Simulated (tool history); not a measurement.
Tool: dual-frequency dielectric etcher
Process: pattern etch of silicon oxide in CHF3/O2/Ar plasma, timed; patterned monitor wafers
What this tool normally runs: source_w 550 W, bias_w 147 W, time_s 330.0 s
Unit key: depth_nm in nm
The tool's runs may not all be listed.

run,hour,source_w,bias_w,time_s,"read-back reference wafer on the same gauge, depth_nm",depth_nm
1,0.0,550,147,268.5,588.3,443.4
2,60.6,550,147,268.5,588.2,452.3
3,132.4,550,147,268.5,587.8,458.0
# hour 161.7: bias power generator calibrated
4,187.9,550,147,330.0,588.5,564.0
5,220.5,550,147,330.0,586.5,561.3
6,254.5,550,147,330.0,588.3,568.2
# hour 370.4: upper electrode replaced
# hour 388.0: wet clean of the chamber
7,388.5,550,147,352.5,588.3,596.2
8,388.9,550,147,352.5,588.5,591.4
9,439.2,470,118,408.5,589.8,565.5
10,490.8,550,147,391.5,588.6,658.3
11,533.4,550,177,330.0,586.7,611.5
12,586.6,550,147,330.0,587.8,563.9
13,649.7,550,147,330.0,587.6,568.1
14,695.9,450,132,389.5,587.0,588.4
# hour 722.3: gauge calibrated
15,737.5,460,136,278.5,588.7,428.0
16,788.4,590,174,290.0,587.7,565.8
17,845.8,500,147,425.5,588.7,720.4
# hour 875.7: wet clean of the chamber
18,899.8,630,136,255.5,587.2,438.4
19,935.1,430,119,254.0,587.1,343.4
# hour 961.9: source power generator calibrated
20,985.7,550,147,330.0,587.9,555.4
21,1021.8,680,126,272.5,588.0,466.4
22,1065.2,470,127,368.5,588.2,534.5
23,1189.7,550,147,330.0,587.8,570.8
24,1242.0,550,147,418.5,587.2,721.0
25,1303.4,550,167,390.5,588.4,720.5
26,1360.2,550,130,330.0,586.7,539.9
# hour 1416.7: wet clean of the chamber
27,1417.2,650,176,330.0,586.6,641.5
28,1472.3,660,128,330.0,588.4,551.8
29,1518.3,480,147,280.0,586.0,441.1

What was the tool's hidden state at every run in the log?
source power that arrives over what is set, %: 0 across all the runs
bias power that arrives over what is set, %: 0 across all the runs
gauge reads high (%): 0 across all the runs
H1: etch rate over this chamber's usual, %
run,H1
1,0.476
2,1.06
3,1.75
4,2.29
5,2.6
6,2.93
7,0.915
8,0.919
9,1.4
10,1.9
11,2.31
12,2.82
13,3.43
14,3.88
15,4.28
16,4.77
17,5.32
18,0.626
19,0.966
20,1.45
21,1.8
22,2.22
23,3.42
24,3.92
25,4.51
26,5.06
27,-0.614
28,-0.0836
29,0.36
